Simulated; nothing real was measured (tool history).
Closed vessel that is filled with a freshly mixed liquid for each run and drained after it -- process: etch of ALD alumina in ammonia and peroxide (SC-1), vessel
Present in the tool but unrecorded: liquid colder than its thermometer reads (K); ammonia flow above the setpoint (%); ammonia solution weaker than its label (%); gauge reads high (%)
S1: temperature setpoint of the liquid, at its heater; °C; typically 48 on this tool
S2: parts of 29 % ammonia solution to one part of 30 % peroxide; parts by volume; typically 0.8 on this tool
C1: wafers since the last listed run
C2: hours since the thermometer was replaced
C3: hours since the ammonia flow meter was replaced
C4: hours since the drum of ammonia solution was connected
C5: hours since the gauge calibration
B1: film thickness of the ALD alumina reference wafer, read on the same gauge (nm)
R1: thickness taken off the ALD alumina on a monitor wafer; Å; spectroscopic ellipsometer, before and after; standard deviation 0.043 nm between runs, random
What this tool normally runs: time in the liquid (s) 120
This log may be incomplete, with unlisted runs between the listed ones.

run 1 day=0.000 | S1=48 S2=0.8 time_in_the_liquid_(s)=120 | C1=0 C2=226.3 C3=535.6 C4=256.2 C5=457.6 | B1=110.01 | R1=57.7
run 2 day=3.725 | S1=48 S2=0.8 time_in_the_liquid_(s)=120 | C1=10654 C2=315.7 C3=625.0 C4=345.6 C5=547.0 | B1=109.98 | R1=57.5
-- day=5.692 new drum of ammonia solution connected
run 3 day=5.738 | S1=48 S2=0.8 time_in_the_liquid_(s)=120 | C1=5637 C2=364.0 C3=673.3 C4=1.1 C5=595.3 | B1=110.01 | R1=56.3
run 4 day=8.367 | S1=48 S2=0.8 time_in_the_liquid_(s)=120 | C1=7520 C2=427.1 C3=736.4 C4=64.2 C5=658.4 | B1=109.99 | R1=57.0
run 5 day=10.596 | S1=48 S2=0.8 time_in_the_liquid_(s)=120 | C1=6376 C2=480.6 C3=789.9 C4=117.7 C5=711.9 | B1=109.99 | R1=56.9
run 6 day=13.733 | S1=48 S2=0.8 time_in_the_liquid_(s)=120 | C1=8974 C2=555.9 C3=865.2 C4=193.0 C5=787.2 | B1=110.03 | R1=57.2
-- day=15.125 ammonia flow meter replaced
run 7 day=17.083 | S1=48 S2=0.8 time_in_the_liquid_(s)=120 | C1=9463 C2=636.3 C3=47.0 C4=273.4 C5=867.6 | B1=109.97 | R1=57.5
-- day=21.929 new drum of ammonia solution connected
run 8 day=25.288 | S1=48 S2=0.8 time_in_the_liquid_(s)=120 | C1=23347 C2=833.2 C3=243.9 C4=80.6 C5=1064.5 | B1=109.99 | R1=57.3
run 9 day=27.942 | S1=48 S2=0.8 time_in_the_liquid_(s)=120 | C1=7591 C2=896.9 C3=307.6 C4=144.3 C5=1128.2 | B1=110.02 | R1=57.0
-- day=30.492 gauge calibrated
run 10 day=31.300 | S1=48 S2=0.8 time_in_the_liquid_(s)=120 | C1=9606 C2=977.5 C3=388.2 C4=224.9 C5=19.4 | B1=110.01 | R1=56.1
run 11 day=33.242 | S1=48 S2=0.8 time_in_the_liquid_(s)=120 | C1=5553 C2=1024.1 C3=434.8 C4=271.5 C5=66.0 | B1=109.99 | R1=56.4
run 12 day=37.288 | S1=48 S2=0.8 time_in_the_liquid_(s)=120 | C1=11572 C2=1121.2 C3=531.9 C4=368.6 C5=163.1 | B1=110.02 | R1=57.1
-- day=39.158 new drum of ammonia solution connected
run 13 day=41.158 | S1=48 S2=0.8 time_in_the_liquid_(s)=120 | C1=10952 C2=1214.1 C3=624.8 C4=48.0 C5=256.0 | B1=109.97 | R1=57.3
run 14 day=44.033 | S1=48 S2=0.8 time_in_the_liquid_(s)=120 | C1=8223 C2=1283.1 C3=693.8 C4=117.0 C5=325.0 | B1=110.01 | R1=57.0
run 15 day=47.871 | S1=44 S2=0.8 time_in_the_liquid_(s)=120 | C1=10976 C2=1375.2 C3=785.9 C4=209.1 C5=417.1 | B1=110.01 | R1=45.6

Run 16 has not been measured yet. What should we expect?
-- day=49.804 ammonia flow meter replaced
run 16 day=52.046 | S1=48 S2=0.8 time_in_the_liquid_(s)=120 | C1=11822 C2=1475.4 C3=53.8 C4=309.3 C5=517.3 | B1=? | R1=?

Run 16 came out at B1 109.96, R1 56.7 Å.
The same run, on a tool lacking any hidden state, would have yielded R1 56.7 Å.

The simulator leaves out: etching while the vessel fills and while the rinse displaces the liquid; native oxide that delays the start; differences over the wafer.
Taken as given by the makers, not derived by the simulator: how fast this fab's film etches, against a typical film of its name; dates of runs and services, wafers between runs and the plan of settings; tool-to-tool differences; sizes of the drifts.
